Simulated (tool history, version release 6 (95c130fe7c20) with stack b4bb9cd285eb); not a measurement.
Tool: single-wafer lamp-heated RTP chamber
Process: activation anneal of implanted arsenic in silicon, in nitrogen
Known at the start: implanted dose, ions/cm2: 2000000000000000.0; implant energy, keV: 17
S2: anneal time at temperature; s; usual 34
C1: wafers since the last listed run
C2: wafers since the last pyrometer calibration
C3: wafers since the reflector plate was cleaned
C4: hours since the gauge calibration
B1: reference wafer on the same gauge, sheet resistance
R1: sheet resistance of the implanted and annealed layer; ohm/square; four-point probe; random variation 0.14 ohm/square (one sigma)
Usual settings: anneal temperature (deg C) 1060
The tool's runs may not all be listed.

{"run": 1, "hour": 0.0, "anneal temperature (deg C)": 1060, "S2": 34, "C1": 0, "C2": 749, "C3": 852, "C4": 633.8, "B1": 60.49, "R1": 67.7}
{"hour": 30.5, "done": "gauge calibrated"}
{"run": 2, "hour": 33.1, "anneal temperature (deg C)": 1060, "S2": 34, "C1": 288, "C2": 1037, "C3": 1141, "C4": 2.6, "B1": 60.48, "R1": 67.7}
{"run": 3, "hour": 46.3, "anneal temperature (deg C)": 1060, "S2": 34, "C1": 114, "C2": 1152, "C3": 1255, "C4": 15.8, "B1": 60.48, "R1": 67.7}
{"run": 4, "hour": 71.7, "anneal temperature (deg C)": 1060, "S2": 34, "C1": 221, "C2": 1373, "C3": 1477, "C4": 41.2, "B1": 60.5, "R1": 67.74}
{"run": 5, "hour": 103.6, "anneal temperature (deg C)": 1060, "S2": 34, "C1": 277, "C2": 1651, "C3": 1754, "C4": 73.1, "B1": 60.48, "R1": 67.4}
{"run": 6, "hour": 128.2, "anneal temperature (deg C)": 1060, "S2": 34, "C1": 214, "C2": 1865, "C3": 1969, "C4": 97.7, "B1": 60.47, "R1": 66.95}
{"run": 7, "hour": 147.2, "anneal temperature (deg C)": 1060, "S2": 34, "C1": 165, "C2": 2030, "C3": 2134, "C4": 116.7, "B1": 60.52, "R1": 66.87}
{"run": 8, "hour": 159.2, "anneal temperature (deg C)": 1060, "S2": 34, "C1": 104, "C2": 2135, "C3": 2239, "C4": 128.7, "B1": 60.42, "R1": 67.15}
{"hour": 170.1, "done": "pyrometer window cleaned and pyrometer calibrated"}
{"run": 9, "hour": 172.3, "anneal temperature (deg C)": 1060, "S2": 34, "C1": 44, "C2": 19, "C3": 2283, "C4": 141.8, "B1": 60.43, "R1": 67.78}
{"run": 10, "hour": 206.0, "anneal temperature (deg C)": 1046, "S2": 34, "C1": 293, "C2": 312, "C3": 2576, "C4": 175.5, "B1": 60.53, "R1": 72.5}
{"run": 11, "hour": 230.8, "anneal temperature (deg C)": 1046, "S2": 34, "C1": 215, "C2": 528, "C3": 2792, "C4": 200.3, "B1": 60.55, "R1": 72.69}
{"run": 12, "hour": 249.2, "anneal temperature (deg C)": 1046, "S2": 34, "C1": 160, "C2": 689, "C3": 2953, "C4": 218.7, "B1": 60.56, "R1": 72.53}
{"run": 13, "hour": 280.7, "anneal temperature (deg C)": 1060, "S2": 49, "C1": 274, "C2": 963, "C3": 3227, "C4": 250.2, "B1": 60.48, "R1": 62.64}
{"run": 14, "hour": 307.6, "anneal temperature (deg C)": 1060, "S2": 34, "C1": 234, "C2": 1197, "C3": 3461, "C4": 277.1, "B1": 60.46, "R1": 67.26}
{"run": 15, "hour": 328.2, "anneal temperature (deg C)": 1036, "S2": 34, "C1": 179, "C2": 1377, "C3": 3641, "C4": 297.7, "B1": 60.49, "R1": 76.32}
{"run": 16, "hour": 358.6, "anneal temperature (deg C)": 1047, "S2": 49, "C1": 264, "C2": 1641, "C3": 3905, "C4": 328.1, "B1": 60.5, "R1": 66.37}
{"run": 17, "hour": 371.3, "anneal temperature (deg C)": 1060, "S2": 34, "C1": 110, "C2": 1752, "C3": 4016, "C4": 340.8, "B1": 60.46, "R1": 66.99}
{"run": 18, "hour": 396.0, "anneal temperature (deg C)": 1060, "S2": 34, "C1": 215, "C2": 1967, "C3": 4231, "C4": 365.5, "B1": 60.46, "R1": 66.49}
{"run": 19, "hour": 415.4, "anneal temperature (deg C)": 1043, "S2": 27, "C1": 168, "C2": 2136, "C3": 4400, "C4": 384.9, "B1": 60.44, "R1": 76.33}
{"run": 20, "hour": 433.9, "anneal temperature (deg C)": 1068, "S2": 41, "C1": 161, "C2": 2297, "C3": 4561, "C4": 403.4, "B1": 60.52, "R1": 61.91}
{"hour": 455.4, "done": "pyrometer window cleaned and pyrometer calibrated"}
{"run": 21, "hour": 455.9, "anneal temperature (deg C)": 1068, "S2": 39, "C1": 121, "C2": 4, "C3": 4683, "C4": 425.4, "B1": 60.49, "R1": 63.44}
{"run": 22, "hour": 479.0, "anneal temperature (deg C)": 1060, "S2": 44, "C1": 201, "C2": 205, "C3": 4884, "C4": 448.5, "B1": 60.5, "R1": 64.43}
{"hour": 506.5, "done": "reflector plate cleaned"}
{"run": 23, "hour": 513.4, "anneal temperature (deg C)": 1060, "S2": 34, "C1": 229, "C2": 435, "C3": 59, "C4": 482.9, "B1": 60.51, "R1": 68.47}
{"run": 24, "hour": 535.9, "anneal temperature (deg C)": 1060, "S2": 45, "C1": 195, "C2": 631, "C3": 255, "C4": 505.4, "B1": 60.52, "R1": 64.6}
{"run": 25, "hour": 554.7, "anneal temperature (deg C)": 1060, "S2": 34, "C1": 163, "C2": 794, "C3": 419, "C4": 524.2, "B1": 60.49, "R1": 67.98}
{"run": 26, "hour": 581.4, "anneal temperature (deg C)": 1070, "S2": 26, "C1": 232, "C2": 1027, "C3": 651, "C4": 550.9, "B1": 60.52, "R1": 67.97}
{"run": 27, "hour": 597.4, "anneal temperature (deg C)": 1084, "S2": 16, "C1": 139, "C2": 1166, "C3": 791, "C4": 566.9, "B1": 60.48, "R1": 70.33}
{"run": 28, "hour": 619.4, "anneal temperature (deg C)": 1060, "S2": 46, "C1": 191, "C2": 1358, "C3": 982, "C4": 588.9, "B1": 60.51, "R1": 63.78}
{"run": 29, "hour": 637.6, "anneal temperature (deg C)": 1081, "S2": 15, "C1": 158, "C2": 1516, "C3": 1141, "C4": 607.1, "B1": 60.47, "R1": 71.98}
{"run": 30, "hour": 659.4, "anneal temperature (deg C)": 1060, "S2": 34, "C1": 189, "C2": 1706, "C3": 1331, "C4": 628.9, "B1": 60.44, "R1": 67.28}
{"hour": 685.3, "done": "gauge calibrated"}
{"run": 31, "hour": 694.7, "anneal temperature (deg C)": 1046, "S2": 52, "C1": 307, "C2": 2014, "C3": 1638, "C4": 9.4, "B1": 60.51, "R1": 65.59}
{"run": 32, "hour": 707.1, "anneal temperature (deg C)": 1034, "S2": 34, "C1": 107, "C2": 2122, "C3": 1746, "C4": 21.8, "B1": 60.49, "R1": 76.4}
{"run": 33, "hour": 721.7, "anneal temperature (deg C)": 1060, "S2": 17, "C1": 127, "C2": 2249, "C3": 1873, "C4": 36.4, "B1": 60.53, "R1": 77.19}
{"hour": 736.2, "done": "pyrometer window cleaned and pyrometer calibrated"}
{"run": 34, "hour": 753.6, "anneal temperature (deg C)": 1060, "S2": 34, "C1": 208, "C2": 151, "C3": 2081, "C4": 68.3, "B1": 60.53, "R1": 67.75}
{"run": 35, "hour": 766.9, "anneal temperature (deg C)": 1060, "S2": 34, "C1": 115, "C2": 267, "C3": 2197, "C4": 81.6, "B1": 60.44, "R1": 67.82}
{"run": 36, "hour": 796.0, "anneal temperature (deg C)": 1060, "S2": 34, "C1": 253, "C2": 520, "C3": 2450, "C4": 110.7, "B1": 60.51, "R1": 67.79}
{"run": 37, "hour": 811.2, "anneal temperature (deg C)": 1060, "S2": 34, "C1": 132, "C2": 653, "C3": 2583, "C4": 125.9, "B1": 60.49, "R1": 67.64}

4 ways to go on from here, each from the tool as it stands after run 37. What would each give?
{"run": "A", "hour": 811.6, "anneal temperature (deg C)": 1060, "S2": 34, "C1": 3, "C2": 656, "C3": 2586, "C4": 126.3, "B1": "?", "R1": "?"}
{"run": "B", "hour": 811.6, "anneal temperature (deg C)": 1034, "S2": 21, "C1": 3, "C2": 656, "C3": 2586, "C4": 126.3, "B1": "?", "R1": "?"}
{"run": "C", "hour": 811.6, "anneal temperature (deg C)": 1074, "S2": 27, "C1": 3, "C2": 656, "C3": 2586, "C4": 126.3, "B1": "?", "R1": "?"}
{"run": "D", "hour": 811.6, "anneal temperature (deg C)": 1088, "S2": 45, "C1": 3, "C2": 656, "C3": 2586, "C4": 126.3, "B1": "?", "R1": "?"}

run=A B1=60.52 R1=67.54
run=B B1=60.52 R1=86.06
run=C B1=60.52 R1=66.15
run=D B1=60.52 R1=57.61
Without the tool's hidden state the same runs would have given:
run=A R1=68.43
run=B R1=87.32
run=C R1=66.96
run=D R1=58.06
